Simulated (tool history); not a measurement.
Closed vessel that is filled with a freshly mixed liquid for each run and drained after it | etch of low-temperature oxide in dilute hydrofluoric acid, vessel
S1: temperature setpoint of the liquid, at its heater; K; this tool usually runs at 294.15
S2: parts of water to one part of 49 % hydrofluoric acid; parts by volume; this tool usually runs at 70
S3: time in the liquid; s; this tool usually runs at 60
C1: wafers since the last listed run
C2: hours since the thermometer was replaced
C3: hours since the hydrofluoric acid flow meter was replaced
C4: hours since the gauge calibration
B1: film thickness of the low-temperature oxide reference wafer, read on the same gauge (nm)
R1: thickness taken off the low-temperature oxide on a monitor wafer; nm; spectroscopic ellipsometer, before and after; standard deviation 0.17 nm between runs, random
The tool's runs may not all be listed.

run	hour	S1	S2	S3	C1	C2	C3	C4	B1	R1
1	0.0	294.15	70	60	0	2090.7	269.4	444.8	69.98	28.56
2	14.7	294.15	60	60	1196	2105.4	284.1	459.5	70.01	33.88
3	48.3	294.15	60	60	2735	2139.0	317.7	493.1	70.01	33.63
4	62.0	294.15	60	60	1115	2152.7	331.4	506.8	70.01	33.70
5	74.2	296.15	80	60	993	2164.9	343.6	519.0	70.01	26.74
6	105.7	294.15	70	60	2564	2196.4	375.1	550.5	70.00	28.69
7	163.9	294.15	70	60	4738	2254.6	433.3	608.7	69.99	28.64
8	196.4	294.15	70	60	2645	2287.1	465.8	641.2	70.00	28.50
9	210.3	294.15	70	60	1131	2301.0	479.7	655.1	70.02	28.23
10	224.0	292.65	80	60	1115	2314.7	493.4	668.8	70.00	23.17
11	237.7	292.65	80	60	1115	2328.4	507.1	682.5	70.02	23.14
# hour 253.1: hydrofluoric acid flow meter replaced
12	258.3	292.65	80	60	1595	2349.0	5.2	703.1	70.00	23.17
# hour 270.1: thermometer replaced
13	279.1	294.15	70	60	1611	9.0	26.0	723.9	70.00	28.59
14	310.5	294.15	70	60	2556	40.4	57.4	755.3	70.00	28.32
15	416.2	290.15	45	60	8605	146.1	163.1	861.0	70.00	38.30
# hour 419.1: gauge calibrated
16	428.8	297.15	70	60	1025	158.7	175.7	9.7	70.00	31.96
17	444.1	294.15	40	60	1245	174.0	191.0	25.0	70.01	51.78
18	456.9	294.15	70	60	1042	186.8	203.8	37.8	70.00	28.32
19	527.9	294.15	70	60	5780	257.8	274.8	108.8	70.00	28.45
20	546.4	290.15	55	45	1506	276.3	293.3	127.3	70.00	23.43
21	578.8	294.15	70	60	2637	308.7	325.7	159.7	70.00	28.55
22	593.1	297.15	45	60	1164	323.0	340.0	174.0	70.00	51.59
23	624.7	298.15	85	75	2572	354.6	371.6	205.6	69.99	34.13
24	652.6	290.15	70	60	2271	382.5	399.5	233.5	70.00	24.06
25	680.8	294.15	70	60	2295	410.7	427.7	261.7	70.00	28.58
26	705.4	298.15	50	75	2002	435.3	452.3	286.3	70.00	60.82
27	735.4	298.65	100	60	2442	465.3	482.3	316.3	70.01	22.96
28	749.4	294.15	50	60	1139	479.3	496.3	330.3	70.00	40.90
29	784.5	294.15	70	60	2857	514.4	531.4	365.4	70.01	28.46
30	801.4	292.65	70	60	1375	531.3	548.3	382.3	70.00	26.97
# hour 815.9: hydrofluoric acid flow meter replaced
31	826.9	294.15	70	60	1994	556.8	11.0	407.8	70.00	28.40
32	849.0	296.65	85	95	1799	578.9	33.1	429.9	69.99	39.95

Consider 4 possible next runs. They are alternatives, not a sequence: every one starts from the tool as it was left by run 32. What does each give?
A	849.7	294.15	85	60	56	579.6	33.8	430.6	?	?
B	849.7	297.65	85	60	56	579.6	33.8	430.6	?	?
C	849.7	296.15	100	90	56	579.6	33.8	430.6	?	?
D	849.7	294.15	95	40	56	579.6	33.8	430.6	?	?

run	B1	R1
A	70.01	23.11
B	70.01	26.62
C	70.01	31.39
D	70.01	13.62
Had the tool no hidden state, the same runs would have come out as:
run	R1
A	23.11
B	26.62
C	31.39
D	13.62

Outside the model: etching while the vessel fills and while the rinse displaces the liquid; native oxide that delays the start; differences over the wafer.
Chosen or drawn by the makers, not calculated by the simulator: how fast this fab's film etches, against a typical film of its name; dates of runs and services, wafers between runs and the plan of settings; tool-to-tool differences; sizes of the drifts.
